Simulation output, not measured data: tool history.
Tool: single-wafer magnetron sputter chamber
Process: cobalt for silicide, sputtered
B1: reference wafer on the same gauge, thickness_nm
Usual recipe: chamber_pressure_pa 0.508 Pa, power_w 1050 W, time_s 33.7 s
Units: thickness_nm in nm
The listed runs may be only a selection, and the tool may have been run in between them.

Run 1, day 0.000: usual settings but chamber_pressure_pa 0.558 Pa; B1 18.666. Result: thickness_nm 17.860 nm.
Run 2, day 2.396: usual settings; B1 18.685. Result: thickness_nm 18.158 nm.
Run 3, day 6.842: usual settings; B1 18.705. Result: thickness_nm 17.975 nm.
Run 4, day 10.529: usual settings; B1 18.725. Result: thickness_nm 17.824 nm.
At day 12.700: sputter target and shields replaced.
Run 5, day 12.771: usual settings but chamber_pressure_pa 0.552 Pa; B1 18.715. Result: thickness_nm 18.313 nm.
At day 14.504: magnet pack replaced.
Run 6, day 14.525: usual settings; B1 18.701. Result: thickness_nm 18.526 nm.
Run 7, day 16.400: usual settings; B1 18.678. Result: thickness_nm 18.340 nm.
Run 8, day 19.962: usual settings but time_s 27.3 s; B1 18.671. Result: thickness_nm 14.743 nm.
Run 9, day 23.233: usual settings but chamber_pressure_pa 0.586 Pa, power_w 1300 W; B1 18.686. Result: thickness_nm 21.586 nm.
At day 24.042: capacitance manometer re-zeroed and calibrated.
Run 10, day 25.200: usual settings but chamber_pressure_pa 0.445 Pa, power_w 800 W, time_s 40.0 s; B1 18.709. Result: thickness_nm 16.700 nm.
Run 11, day 27.850: usual settings but chamber_pressure_pa 0.615 Pa, power_w 850 W, time_s 29.0 s; B1 18.734. Result: thickness_nm 11.999 nm.
At day 28.392: gauge calibrated.
Run 12, day 29.921: usual settings but chamber_pressure_pa 0.586 Pa, power_w 1300 W; B1 18.706. Result: thickness_nm 21.568 nm.
At day 32.842: sputter target and shields replaced.
Run 13, day 34.250: usual settings but time_s 36.2 s; B1 18.700. Result: thickness_nm 19.857 nm.
Run 14, day 36.021: usual settings but chamber_pressure_pa 0.327 Pa, power_w 1300 W, time_s 27.6 s; B1 18.722. Result: thickness_nm 19.883 nm.
Run 15, day 38.542: usual settings but chamber_pressure_pa 0.582 Pa, power_w 1300 W, time_s 35.5 s; B1 18.680. Result: thickness_nm 23.057 nm.

Predict each of these 4 candidate next runs independently; none follows another, all start after run 15:
Run A, day 38.558: usual settings; B1 ?. Result: thickness_nm ?.
Run B, day 38.558: usual settings but chamber_pressure_pa 0.348 Pa, power_w 850 W, time_s 36.0 s; B1 ?. Result: thickness_nm ?.
Run C, day 38.558: usual settings but chamber_pressure_pa 0.704 Pa, power_w 1150 W, time_s 38.5 s; B1 ?. Result: thickness_nm ?.
Run D, day 38.558: usual settings but chamber_pressure_pa 0.596 Pa, power_w 950 W, time_s 29.4 s; B1 ?. Result: thickness_nm ?.

run      B1  thickness_nm
  A  18.713        18.170
  B  18.713        16.668
  C  18.713        21.185
  D  18.713        13.891
What these runs would have given with no unlogged condition in the tool:
run  thickness_nm
  A        18.704
  B        17.158
  C        21.808
  D        14.299
